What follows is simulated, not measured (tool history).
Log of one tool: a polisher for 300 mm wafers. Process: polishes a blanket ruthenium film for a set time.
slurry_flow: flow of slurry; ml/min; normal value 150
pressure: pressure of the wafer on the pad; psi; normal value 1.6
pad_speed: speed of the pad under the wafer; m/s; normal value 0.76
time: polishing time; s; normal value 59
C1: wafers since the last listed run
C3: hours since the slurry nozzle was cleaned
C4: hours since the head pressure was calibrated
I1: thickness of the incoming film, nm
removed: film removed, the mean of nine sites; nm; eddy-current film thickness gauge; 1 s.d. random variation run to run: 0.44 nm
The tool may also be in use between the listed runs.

Run 1, hour 0.0: usual settings; C1 0; wafers polished on this pad 364; C3 246.0; C4 364.6; I1 311.2. Result: removed 27.8 nm.
At hour 20.5: slurry nozzle cleaned.
Run 2, hour 63.5: usual settings; C1 504; wafers polished on this pad 869; C3 43.0; C4 428.1; I1 312.4. Result: removed 28.6 nm.
Run 3, hour 105.8: usual settings; C1 341; wafers polished on this pad 1210; C3 85.3; C4 470.4; I1 313.5. Result: removed 28.5 nm.
At hour 118.5: worn pad replaced by a new one.
Run 4, hour 140.6: usual settings but pressure 2.0 psi; C1 248; wafers polished on this pad 178; C3 120.1; C4 505.2; I1 310.1. Result: removed 36.2 nm.
Run 5, hour 203.0: usual settings but pressure 2.0 psi; C1 503; wafers polished on this pad 682; C3 182.5; C4 567.6; I1 316.8. Result: removed 34.5 nm.
Run 6, hour 232.1: usual settings; C1 234; wafers polished on this pad 917; C3 211.6; C4 596.7; I1 312.4. Result: removed 26.7 nm.
At hour 271.2: slurry nozzle cleaned.
At hour 277.4: worn pad replaced by a new one.
Run 7, hour 280.6: usual settings; C1 351; wafers polished on this pad 25; C3 9.4; C4 645.2; I1 311.0. Result: removed 32.2 nm.
Run 8, hour 326.9: usual settings; C1 373; wafers polished on this pad 399; C3 55.7; C4 691.5; I1 308.2. Result: removed 30.4 nm.
Run 9, hour 397.7: usual settings but slurry_flow 185 ml/min, pressure 1.3 psi, pad_speed 0.62 m/s, time 40 s; C1 571; wafers polished on this pad 971; C3 126.5; C4 762.3; I1 310.1. Result: removed 13.7 nm.
At hour 427.7: head pressure recalibrated.
Run 10, hour 428.2: usual settings but slurry_flow 185 ml/min, pressure 1.4 psi, pad_speed 0.88 m/s, time 46 s; C1 230; wafers polished on this pad 1201; C3 157.0; C4 0.5; I1 307.2. Result: removed 23.7 nm.
At hour 453.1: worn pad replaced by a new one.
Run 11, hour 454.3: usual settings but slurry_flow 105 ml/min, pressure 1.3 psi, time 52 s; C1 178; wafers polished on this pad 9; C3 183.1; C4 26.6; I1 306.4. Result: removed 19.8 nm.
Run 12, hour 496.3: usual settings but pad_speed 0.56 m/s; C1 339; wafers polished on this pad 348; C3 225.1; C4 68.6; I1 310.5. Result: removed 20.1 nm.
Run 13, hour 526.0: usual settings but pressure 1.9 psi; C1 239; wafers polished on this pad 588; C3 254.8; C4 98.3; I1 313.6. Result: removed 30.8 nm.
At hour 551.9: slurry nozzle cleaned.
Run 14, hour 556.9: usual settings but pad_speed 0.64 m/s, time 73 s; C1 241; wafers polished on this pad 830; C3 5.0; C4 129.2; I1 309.9. Result: removed 30.2 nm.
At hour 605.3: worn pad replaced by a new one.
Run 15, hour 626.5: usual settings; C1 529; wafers polished on this pad 170; C3 74.6; C4 198.8; I1 312.1. Result: removed 31.0 nm.
Run 16, hour 657.2: usual settings; C1 247; wafers polished on this pad 418; C3 105.3; C4 229.5; I1 306.0. Result: removed 29.3 nm.
Run 17, hour 712.1: usual settings but slurry_flow 135 ml/min, pad_speed 0.82 m/s; C1 443; wafers polished on this pad 862; C3 160.2; C4 284.4; I1 311.7. Result: removed 29.5 nm.

The same runs without the tool's hidden state, with the same run-to-run variation:
Hidden conditions of the tool in this case: removal rate lost through wear of the pad, %; slurry flow missing at the pad, %; deviation of the head's pressure from its setpoint, %.
run  removed
  1     32.5
  2     32.3
  3     32.8
  4     39.7
  5     40.9
  6     32.3
  7     32.7
  8     33.2
  9     15.7
 10     27.4
 11     22.1
 12     23.6
 13     37.5
 14     34.1
 15     32.9
 16     32.4
 17     34.4
